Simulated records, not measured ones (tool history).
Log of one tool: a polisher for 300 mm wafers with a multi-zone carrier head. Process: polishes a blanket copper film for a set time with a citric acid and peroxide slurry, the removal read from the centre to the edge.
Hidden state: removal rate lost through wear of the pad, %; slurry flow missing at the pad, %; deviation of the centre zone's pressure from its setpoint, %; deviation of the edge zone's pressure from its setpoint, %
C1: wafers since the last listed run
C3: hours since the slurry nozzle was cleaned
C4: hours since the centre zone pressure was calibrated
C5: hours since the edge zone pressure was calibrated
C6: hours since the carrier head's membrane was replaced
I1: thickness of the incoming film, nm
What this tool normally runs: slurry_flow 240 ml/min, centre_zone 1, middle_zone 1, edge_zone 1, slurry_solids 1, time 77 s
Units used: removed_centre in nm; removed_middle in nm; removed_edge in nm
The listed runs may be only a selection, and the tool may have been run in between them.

run 1 hour=0 | slurry_flow=240 centre_zone=0.93 middle_zone=1 edge_zone=1 slurry_solids=1 time=77 | C1=0 wafers_polished_on_this_pad=5435 C3=195.7 C4=70.7 C5=522.4 C6=713.4 | I1=1177.9 | removed_centre=150 removed_middle=162.9 removed_edge=160
-- hour=42.1 worn pad replaced by a new one
run 2 hour=71.7 | slurry_flow=240 centre_zone=1 middle_zone=1 edge_zone=1 slurry_solids=1 time=77 | C1=726 wafers_polished_on_this_pad=317 C3=267.4 C4=142.4 C5=594.1 C6=785.1 | I1=1188.6 | removed_centre=175.5 removed_middle=173.6 removed_edge=168.6
-- hour=99.9 edge zone pressure recalibrated
run 3 hour=160.7 | slurry_flow=240 centre_zone=1 middle_zone=1 edge_zone=1 slurry_solids=1 time=77 | C1=933 wafers_polished_on_this_pad=1250 C3=356.4 C4=231.4 C5=60.8 C6=874.1 | I1=1179.1 | removed_centre=168.6 removed_middle=167.9 removed_edge=170.7
run 4 hour=208.9 | slurry_flow=240 centre_zone=1 middle_zone=1 edge_zone=1 slurry_solids=1 time=77 | C1=517 wafers_polished_on_this_pad=1767 C3=404.6 C4=279.6 C5=109 C6=922.3 | I1=1174 | removed_centre=171.2 removed_middle=167.7 removed_edge=164.4
run 5 hour=256.7 | slurry_flow=240 centre_zone=1 middle_zone=1 edge_zone=1 slurry_solids=1 time=77 | C1=512 wafers_polished_on_this_pad=2280 C3=452.4 C4=327.4 C5=156.8 C6=970.1 | I1=1189.5 | removed_centre=167.3 removed_middle=168.1 removed_edge=168.2
run 6 hour=307.7 | slurry_flow=275 centre_zone=1 middle_zone=1 edge_zone=1 slurry_solids=1 time=56 | C1=547 wafers_polished_on_this_pad=2827 C3=503.4 C4=378.4 C5=207.8 C6=1021.1 | I1=1171.9 | removed_centre=124.6 removed_middle=120.6 removed_edge=123
-- hour=350.5 slurry nozzle cleaned
run 7 hour=376.9 | slurry_flow=240 centre_zone=1 middle_zone=1 edge_zone=1 slurry_solids=1.1 time=77 | C1=731 wafers_polished_on_this_pad=3559 C3=26.4 C4=447.6 C5=277 C6=1090.3 | I1=1162.3 | removed_centre=172.8 removed_middle=168.7 removed_edge=172.5
run 8 hour=443.7 | slurry_flow=240 centre_zone=1 middle_zone=1 edge_zone=1 slurry_solids=1 time=68 | C1=716 wafers_polished_on_this_pad=4276 C3=93.2 C4=514.4 C5=343.8 C6=1157.1 | I1=1165.9 | removed_centre=144.8 removed_middle=143.9 removed_edge=148.5
run 9 hour=519.3 | slurry_flow=240 centre_zone=1 middle_zone=1 edge_zone=1 slurry_solids=1 time=77 | C1=811 wafers_polished_on_this_pad=5087 C3=168.8 C4=590 C5=419.4 C6=1232.7 | I1=1157.9 | removed_centre=165.9 removed_middle=162.6 removed_edge=157.2
-- hour=573.1 carrier head's membrane replaced by a new one
run 10 hour=620.9 | slurry_flow=240 centre_zone=1 middle_zone=1 edge_zone=1 slurry_solids=1 time=77 | C1=1036 wafers_polished_on_this_pad=6123 C3=270.4 C4=691.6 C5=521 C6=47.8 | I1=1176 | removed_centre=165.3 removed_middle=163.1 removed_edge=164
-- hour=651.9 worn pad replaced by a new one
-- hour=661.4 edge zone pressure recalibrated
run 11 hour=675.5 | slurry_flow=240 centre_zone=1 middle_zone=1 edge_zone=1 slurry_solids=1.25 time=103 | C1=521 wafers_polished_on_this_pad=231 C3=325 C4=746.2 C5=14.1 C6=102.4 | I1=1171.9 | removed_centre=243.9 removed_middle=242.2 removed_edge=248.6
run 12 hour=752.7 | slurry_flow=240 centre_zone=1 middle_zone=1 edge_zone=1 slurry_solids=1 time=77 | C1=828 wafers_polished_on_this_pad=1060 C3=402.2 C4=823.4 C5=91.3 C6=179.6 | I1=1188.8 | removed_centre=170.1 removed_middle=169.9 removed_edge=166.8
run 13 hour=831.3 | slurry_flow=240 centre_zone=1 middle_zone=1 edge_zone=0.95 slurry_solids=1 time=77 | C1=843 wafers_polished_on_this_pad=1903 C3=480.8 C4=902 C5=169.9 C6=258.2 | I1=1196.4 | removed_centre=166.5 removed_middle=166 removed_edge=155.7
run 14 hour=933.9 | slurry_flow=240 centre_zone=1 middle_zone=0.96 edge_zone=1 slurry_solids=1 time=77 | C1=1100 wafers_polished_on_this_pad=3004 C3=583.4 C4=1004.6 C5=272.5 C6=360.8 | I1=1201.7 | removed_centre=165.7 removed_middle=157.5 removed_edge=165.6
-- hour=987.8 slurry nozzle cleaned
run 15 hour=1003.9 | slurry_flow=240 centre_zone=1 middle_zone=1 edge_zone=1 slurry_solids=1 time=77 | C1=740 wafers_polished_on_this_pad=3744 C3=16.1 C4=1074.6 C5=342.5 C6=430.8 | I1=1179.6 | removed_centre=166.7 removed_middle=163.4 removed_edge=162.9
run 16 hour=1086 | slurry_flow=240 centre_zone=1.04 middle_zone=1 edge_zone=1 slurry_solids=1 time=56 | C1=880 wafers_polished_on_this_pad=4625 C3=98.2 C4=1156.7 C5=424.6 C6=512.9 | I1=1173.5 | removed_centre=126.6 removed_middle=118.5 removed_edge=117.5
run 17 hour=1140.8 | slurry_flow=240 centre_zone=1 middle_zone=1 edge_zone=1 slurry_solids=1 time=77 | C1=587 wafers_polished_on_this_pad=5213 C3=153 C4=1211.5 C5=479.4 C6=567.7 | I1=1173.6 | removed_centre=159.2 removed_middle=163.8 removed_edge=163.9
-- hour=1155.2 centre zone pressure recalibrated
run 18 hour=1215.8 | slurry_flow=240 centre_zone=1 middle_zone=1 edge_zone=1.1 slurry_solids=1 time=77 | C1=783 wafers_polished_on_this_pad=5996 C3=228 C4=60.6 C5=554.4 C6=642.7 | I1=1177.8 | removed_centre=162.9 removed_middle=162.4 removed_edge=166.2
run 19 hour=1264.3 | slurry_flow=240 centre_zone=1 middle_zone=1 edge_zone=1 slurry_solids=1 time=87 | C1=520 wafers_polished_on_this_pad=6516 C3=276.5 C4=109.1 C5=602.9 C6=691.2 | I1=1181.9 | removed_centre=184.1 removed_middle=177.9 removed_edge=182.6
-- hour=1303.3 edge zone pressure recalibrated
-- hour=1314.8 worn pad replaced by a new one
run 20 hour=1339.2 | slurry_flow=240 centre_zone=1 middle_zone=0.97 edge_zone=1 slurry_solids=1 time=77 | C1=739 wafers_polished_on_this_pad=261 C3=351.4 C4=184 C5=35.9 C6=766.1 | I1=1199.3 | removed_centre=172.6 removed_middle=172.9 removed_edge=174.3

Pick out some run-to-run changes in removed_centre. Of each, how much would a tool without hidden state show as well, from the settings, what came in and chance, and how much is left for the hidden state and any gauge scatter not in both results compared?
Run 10 -> 11: slurry_solids 1 -> 1.25, time 77 -> 103, worn pad replaced by a new one, edge zone pressure recalibrated. removed_centre +78.6 nm: hidden state +7.2, all else +71.4.
Run 11 -> 12: slurry_solids 1.25 -> 1, time 103 -> 77. removed_centre -73.8 nm: hidden state -1.8, all else -72.
Run 19 -> 20: middle_zone 1 -> 0.97, time 87 -> 77, edge zone pressure recalibrated, worn pad replaced by a new one. removed_centre -11.5 nm: hidden state +12.4, all else -23.9.
